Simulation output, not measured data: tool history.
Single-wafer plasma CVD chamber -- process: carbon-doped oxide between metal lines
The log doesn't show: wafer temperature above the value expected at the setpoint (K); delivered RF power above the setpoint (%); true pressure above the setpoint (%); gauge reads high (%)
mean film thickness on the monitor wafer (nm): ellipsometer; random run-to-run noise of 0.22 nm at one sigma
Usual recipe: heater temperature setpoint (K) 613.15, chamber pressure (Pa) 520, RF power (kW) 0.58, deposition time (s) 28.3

| run | hour | heater temperature setpoint (K) | chamber pressure (Pa) | RF power (kW) | deposition time (s) | wafers since the last listed run | hours since the last thermocouple change | hours since the last RF generator calibration | hours since the last manometer calibration | hours since the showerhead was replaced | hours since the gauge calibration | read-back reference wafer on the same gauge, thickness_nm | mean film thickness on the monitor wafer (nm) |
|---|---|---|---|---|---|---|---|---|---|---|---|---|---|
| 1 | 0 | 613.15 | 520 | 0.58 | 28.3 | 0 | 952 | 1390.1 | 2974.8 | 3569 | 81.4 | 121.055 | 141.722 |
| 2 | 15.3 | 613.15 | 520 | 0.58 | 28.3 | 406 | 967.3 | 1405.4 | 2990.1 | 3584.3 | 96.7 | 121.073 | 141.337 |
| 3 | 31.5 | 606.15 | 420 | 0.58 | 28.3 | 429 | 983.5 | 1421.6 | 3006.3 | 3600.5 | 112.9 | 121.07 | 142.748 |
| 4 | 49.3 | 613.15 | 520 | 0.58 | 28.3 | 472 | 1001.3 | 1439.4 | 3024.1 | 3618.3 | 130.7 | 120.987 | 141.458 |
| 5 | 59.9 | 618.15 | 587 | 0.58 | 28.3 | 281 | 1011.9 | 1450 | 3034.7 | 3628.9 | 141.3 | 120.998 | 141.296 |
| 6 | 76.2 | 618.15 | 587 | 0.58 | 28.3 | 432 | 1028.2 | 1466.3 | 3051 | 3645.2 | 157.6 | 120.968 | 140.74 |
| 7 | 84.7 | 613.15 | 520 | 0.525 | 24.9 | 225 | 1036.7 | 1474.8 | 3059.5 | 3653.7 | 166.1 | 120.991 | 117.125 |
| 8 | 93 | 613.15 | 520 | 0.525 | 24.9 | 220 | 1045 | 1483.1 | 3067.8 | 3662 | 174.4 | 120.986 | 116.943 |
| 9 | 104.1 | 613.15 | 520 | 0.525 | 24.9 | 294 | 1056.1 | 1494.2 | 3078.9 | 3673.1 | 185.5 | 120.97 | 116.718 |
| 10 | 120.4 | 617.15 | 520 | 0.58 | 28.3 | 432 | 1072.4 | 1510.5 | 3095.2 | 3689.4 | 201.8 | 121.03 | 139.316 |
| 11 | 128.4 | 617.15 | 520 | 0.58 | 28.3 | 212 | 1080.4 | 1518.5 | 3103.2 | 3697.4 | 209.8 | 120.998 | 138.977 |
| 12 | 143.1 | 602.15 | 520 | 0.62 | 24.3 | 390 | 1095.1 | 1533.2 | 3117.9 | 3712.1 | 224.5 | 120.978 | 131.97 |
| 13 | 149.4 | 603.15 | 393 | 0.54 | 28.3 | 167 | 1101.4 | 1539.5 | 3124.2 | 3718.4 | 230.8 | 120.992 | 136.532 |
|  | 159.8 | gauge calibrated |
|  | 168.7 | RF generator calibrated |
| 14 | 169.2 | 613.15 | 520 | 0.58 | 28.3 | 313 | 1121.2 | 0.5 | 3144 | 3738.2 | 9.4 | 120.999 | 148.522 |
|  | 181.7 | capacitance manometer re-zeroed and calibrated |
| 15 | 182.2 | 604.15 | 400 | 0.55 | 28.3 | 132 | 1134.2 | 13.5 | 0.5 | 3751.2 | 22.4 | 120.984 | 145.315 |
| 16 | 185.5 | 613.15 | 444 | 0.58 | 26.8 | 87 | 1137.5 | 16.8 | 3.8 | 3754.5 | 25.7 | 121.011 | 138.637 |
| 17 | 194.1 | 613.15 | 444 | 0.48 | 24 | 228 | 1146.1 | 25.4 | 12.4 | 3763.1 | 34.3 | 120.997 | 110.677 |
|  | 236.3 | showerhead replaced |
|  | 239 | thermocouple changed; heater temperature recalibrated |
| 18 | 244 | 618.15 | 587 | 0.58 | 28.3 | 1041 | 5 | 75.3 | 62.3 | 7.7 | 84.2 | 120.913 | 147.698 |
| 19 | 261.8 | 613.15 | 520 | 0.58 | 28.3 | 472 | 22.8 | 93.1 | 80.1 | 25.5 | 102 | 120.947 | 148.299 |
| 20 | 277.6 | 619.15 | 520 | 0.58 | 28.3 | 419 | 38.6 | 108.9 | 95.9 | 41.3 | 117.8 | 120.882 | 145.552 |
| 21 | 285.3 | 618.15 | 604 | 0.58 | 28.3 | 204 | 46.3 | 116.6 | 103.6 | 49 | 125.5 | 121.068 | 147.465 |
| 22 | 300 | 618.15 | 520 | 0.675 | 28.3 | 390 | 61 | 131.3 | 118.3 | 63.7 | 140.2 | 121.059 | 159.858 |

Hidden state, per run?
wafer temperature above the value expected at the setpoint (K): 0 in every run
true pressure above the setpoint (%): 0 in every run
gauge reads high (%): 0 in every run
H1: delivered RF power above the setpoint (%)
| run | H1 |
|---|---|
| 1 | -7.79 |
| 2 | -7.88 |
| 3 | -7.97 |
| 4 | -8.06 |
| 5 | -8.12 |
| 6 | -8.21 |
| 7 | -8.26 |
| 8 | -8.31 |
| 9 | -8.37 |
| 10 | -8.46 |
| 11 | -8.5 |
| 12 | -8.58 |
| 13 | -8.62 |
| 14 | -0.409 |
| 15 | -0.481 |
| 16 | -0.499 |
| 17 | -0.547 |
| 18 | -0.822 |
| 19 | -0.92 |
| 20 | -1.01 |
| 21 | -1.05 |
| 22 | -1.13 |
